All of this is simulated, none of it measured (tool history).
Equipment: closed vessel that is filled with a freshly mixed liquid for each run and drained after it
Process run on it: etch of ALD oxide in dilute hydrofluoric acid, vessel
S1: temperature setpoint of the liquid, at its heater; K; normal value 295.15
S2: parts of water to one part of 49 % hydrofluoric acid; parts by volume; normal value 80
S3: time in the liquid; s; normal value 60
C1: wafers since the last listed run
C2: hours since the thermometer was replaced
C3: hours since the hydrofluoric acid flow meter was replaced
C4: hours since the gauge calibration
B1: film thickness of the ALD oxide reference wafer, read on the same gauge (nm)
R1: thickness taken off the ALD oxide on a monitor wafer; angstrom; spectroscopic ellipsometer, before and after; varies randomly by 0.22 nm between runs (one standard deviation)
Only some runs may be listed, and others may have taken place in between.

run 1 day=0.000 | S1=295.15 S2=95 S3=60 | C1=0 C2=2093.3 C3=1668.4 C4=2307.0 | B1=53.79 | R1=171.5
run 2 day=1.812 | S1=295.15 S2=95 S3=60 | C1=5954 C2=2136.8 C3=1711.9 C4=2350.5 | B1=53.75 | R1=170.2
run 3 day=3.758 | S1=295.15 S2=80 S3=60 | C1=6392 C2=2183.5 C3=1758.6 C4=2397.2 | B1=53.70 | R1=206.4
run 4 day=5.267 | S1=295.15 S2=80 S3=60 | C1=4955 C2=2219.7 C3=1794.8 C4=2433.4 | B1=53.71 | R1=208.0
run 5 day=7.671 | S1=295.15 S2=80 S3=60 | C1=7898 C2=2277.4 C3=1852.5 C4=2491.1 | B1=53.71 | R1=210.4
run 6 day=8.971 | S1=295.15 S2=80 S3=60 | C1=4270 C2=2308.6 C3=1883.7 C4=2522.3 | B1=53.64 | R1=206.9
run 7 day=11.079 | S1=295.15 S2=80 S3=60 | C1=6926 C2=2359.2 C3=1934.3 C4=2572.9 | B1=53.67 | R1=210.0
run 8 day=12.300 | S1=295.15 S2=80 S3=60 | C1=4010 C2=2388.5 C3=1963.6 C4=2602.2 | B1=53.66 | R1=208.4
-- day=12.483 hydrofluoric acid flow meter replaced
run 9 day=15.000 | S1=295.15 S2=80 S3=60 | C1=8733 C2=2453.3 C3=60.4 C4=2667.0 | B1=53.59 | R1=206.8
-- day=17.754 gauge calibrated
run 10 day=17.925 | S1=295.15 S2=80 S3=60 | C1=9609 C2=2523.5 C3=130.6 C4=4.1 | B1=60.71 | R1=232.7
run 11 day=18.992 | S1=295.15 S2=80 S3=60 | C1=3504 C2=2549.1 C3=156.2 C4=29.7 | B1=60.47 | R1=231.5
run 12 day=21.896 | S1=291.65 S2=55 S3=35 | C1=9541 C2=2618.8 C3=225.9 C4=99.4 | B1=60.06 | R1=176.9
run 13 day=23.171 | S1=295.15 S2=50 S3=70 | C1=4188 C2=2649.4 C3=256.5 C4=130.0 | B1=59.86 | R1=444.1
run 14 day=26.012 | S1=295.15 S2=80 S3=30 | C1=9335 C2=2717.6 C3=324.7 C4=198.2 | B1=59.52 | R1=115.2
run 15 day=28.296 | S1=290.65 S2=105 S3=90 | C1=7501 C2=2772.4 C3=379.5 C4=253.0 | B1=59.14 | R1=209.1
run 16 day=30.933 | S1=295.15 S2=80 S3=60 | C1=8665 C2=2835.7 C3=442.8 C4=316.3 | B1=58.82 | R1=228.6
-- day=30.975 thermometer replaced
run 17 day=35.492 | S1=295.15 S2=115 S3=60 | C1=14838 C2=108.4 C3=552.2 C4=425.7 | B1=58.35 | R1=149.5
run 18 day=36.696 | S1=297.65 S2=120 S3=85 | C1=3956 C2=137.3 C3=581.1 C4=454.6 | B1=58.18 | R1=223.0
run 19 day=38.796 | S1=295.15 S2=80 S3=60 | C1=6899 C2=187.7 C3=631.5 C4=505.0 | B1=58.00 | R1=224.2
run 20 day=40.871 | S1=296.65 S2=95 S3=50 | C1=6817 C2=237.5 C3=681.3 C4=554.8 | B1=57.80 | R1=162.1
run 21 day=42.758 | S1=291.15 S2=115 S3=85 | C1=6201 C2=282.8 C3=726.6 C4=600.1 | B1=57.67 | R1=177.0
run 22 day=43.804 | S1=291.15 S2=45 S3=60 | C1=3435 C2=307.9 C3=751.7 C4=625.2 | B1=57.54 | R1=345.6
run 23 day=44.962 | S1=295.15 S2=95 S3=90 | C1=3805 C2=335.7 C3=779.5 C4=653.0 | B1=57.51 | R1=270.5
run 24 day=47.575 | S1=297.65 S2=70 S3=45 | C1=8582 C2=398.4 C3=842.2 C4=715.7 | B1=57.29 | R1=210.8
run 25 day=50.067 | S1=295.15 S2=80 S3=80 | C1=8185 C2=458.2 C3=902.0 C4=775.5 | B1=57.11 | R1=291.9
run 26 day=52.600 | S1=296.65 S2=80 S3=60 | C1=8322 C2=519.0 C3=962.8 C4=836.3 | B1=56.91 | R1=232.3
run 27 day=55.388 | S1=295.15 S2=120 S3=60 | C1=9157 C2=585.9 C3=1029.7 C4=903.2 | B1=56.76 | R1=140.3
run 28 day=58.362 | S1=295.15 S2=80 S3=60 | C1=9773 C2=657.3 C3=1101.1 C4=974.6 | B1=56.54 | R1=219.8
run 29 day=60.225 | S1=295.15 S2=80 S3=60 | C1=6118 C2=702.0 C3=1145.8 C4=1019.3 | B1=56.44 | R1=220.8
run 30 day=62.742 | S1=295.15 S2=80 S3=60 | C1=8268 C2=762.4 C3=1206.2 C4=1079.7 | B1=56.32 | R1=216.7
run 31 day=66.462 | S1=293.65 S2=80 S3=90 | C1=12224 C2=851.7 C3=1295.5 C4=1169.0 | B1=56.13 | R1=306.3
run 32 day=68.150 | S1=295.15 S2=80 S3=60 | C1=5543 C2=892.2 C3=1336.0 C4=1209.5 | B1=56.08 | R1=217.2
run 33 day=69.167 | S1=292.15 S2=80 S3=60 | C1=3340 C2=916.6 C3=1360.4 C4=1233.9 | B1=56.07 | R1=191.3
run 34 day=70.883 | S1=292.65 S2=55 S3=85 | C1=5639 C2=957.8 C3=1401.6 C4=1275.1 | B1=55.96 | R1=414.7
run 35 day=79.825 | S1=292.15 S2=65 S3=50 | C1=29376 C2=1172.4 C3=1616.2 C4=1489.7 | B1=55.67 | R1=197.6

Entry by entry between the runs, the difference in hidden state between the last listed run before and the first listed run after:
In the gap between runs 8 and 9: hydrofluoric acid flow meter replaced (day 12.483)
  gauge reads high (%): -10.6 -> -10.7
  measured minus no-state result, R1: -24.7 -> -24.6 angstrom
In the gap between runs 9 and 10: gauge calibrated (day 17.754)
  gauge reads high (%): -10.7 -> 1.15
  measured minus no-state result, R1: -24.6 -> +2.6 angstrom
In the gap between runs 16 and 17: thermometer replaced (day 30.975)
  gauge reads high (%): -1.93 -> -2.77
  measured minus no-state result, R1: -4.5 -> -4.3 angstrom
